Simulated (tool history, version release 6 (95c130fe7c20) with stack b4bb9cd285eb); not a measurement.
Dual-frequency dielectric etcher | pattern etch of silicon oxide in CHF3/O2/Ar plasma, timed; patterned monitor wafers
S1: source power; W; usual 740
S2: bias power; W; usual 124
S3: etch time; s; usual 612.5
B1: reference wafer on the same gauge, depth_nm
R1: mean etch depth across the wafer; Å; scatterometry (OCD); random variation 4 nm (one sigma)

run,day,S1,S2,S3,B1,R1
1,0.000,690,124,715.0,1069.3,13745
2,2.567,740,124,612.5,1070.9,12163
3,4.800,740,124,612.5,1069.6,12107
4,7.200,740,124,612.5,1070.8,12095
5,8.546,740,124,612.5,1071.0,12074
6,10.750,740,124,536.0,1070.6,10594
7,13.738,740,124,612.5,1071.1,12030
8,16.612,740,124,612.5,1069.7,12085
9,17.983,740,124,612.5,1069.5,11979
10,19.467,740,124,532.0,1071.4,10429
11,21.804,740,124,612.5,1070.7,12087
12,25.888,740,124,612.5,1068.4,12300
13,28.796,740,124,612.5,1070.6,12393
14,30.579,740,124,612.5,1070.6,12320
15,32.454,740,150,612.5,1069.9,13487
16,33.500,740,151,730.0,1071.7,16118
17,34.817,900,124,784.0,1070.4,16924
18,36.879,740,124,704.5,1071.3,14135
19,38.617,660,147,490.0,1070.6,10213
20,39.717,910,152,612.5,1069.5,14600
21,46.592,740,93,612.5,1071.1,10589
22,49.221,580,124,612.5,1070.9,11224
23,51.854,740,143,699.5,1070.2,14976
24,54.625,920,124,612.5,1069.6,13297
25,55.888,740,124,612.5,1072.4,12224
26,58.450,850,124,550.0,1071.2,11617
27,60.167,660,124,518.5,1071.1,9880
28,61.979,630,124,704.5,1069.9,13247

Taken out of this log: 7 entries between the listed runs. Where each belongs, and how the hidden state differs across it:
Between runs 4 and 5: bias power generator calibrated (day 8.292)
  source power that arrives over what is set, %: -4.65 -> -4.72
  measured less the result without the state, R1: -218 -> -220 Å
Between runs 5 and 6: gauge calibrated (day 8.783)
  source power that arrives over what is set, %: -4.72 -> -4.83
  measured less the result without the state, R1: -220 -> -199 Å
Between runs 11 and 12: source power generator calibrated (day 22.921); wet clean of the chamber (day 24.821)
  source power that arrives over what is set, %: -5.4 -> 0.322
  measured less the result without the state, R1: -255 -> +15 Å
Between runs 16 and 17: upper electrode replaced (day 34.562)
  source power that arrives over what is set, %: -0.0709 -> -0.139
  measured less the result without the state, R1: -4 -> -9 Å
Between runs 20 and 21: gauge calibrated (day 46.104)
  source power that arrives over what is set, %: -0.391 -> -0.746
  measured less the result without the state, R1: -21 -> -31 Å
Between runs 21 and 22: wet clean of the chamber (day 48.742)
  source power that arrives over what is set, %: -0.746 -> -0.882
  measured less the result without the state, R1: -31 -> -37 Å

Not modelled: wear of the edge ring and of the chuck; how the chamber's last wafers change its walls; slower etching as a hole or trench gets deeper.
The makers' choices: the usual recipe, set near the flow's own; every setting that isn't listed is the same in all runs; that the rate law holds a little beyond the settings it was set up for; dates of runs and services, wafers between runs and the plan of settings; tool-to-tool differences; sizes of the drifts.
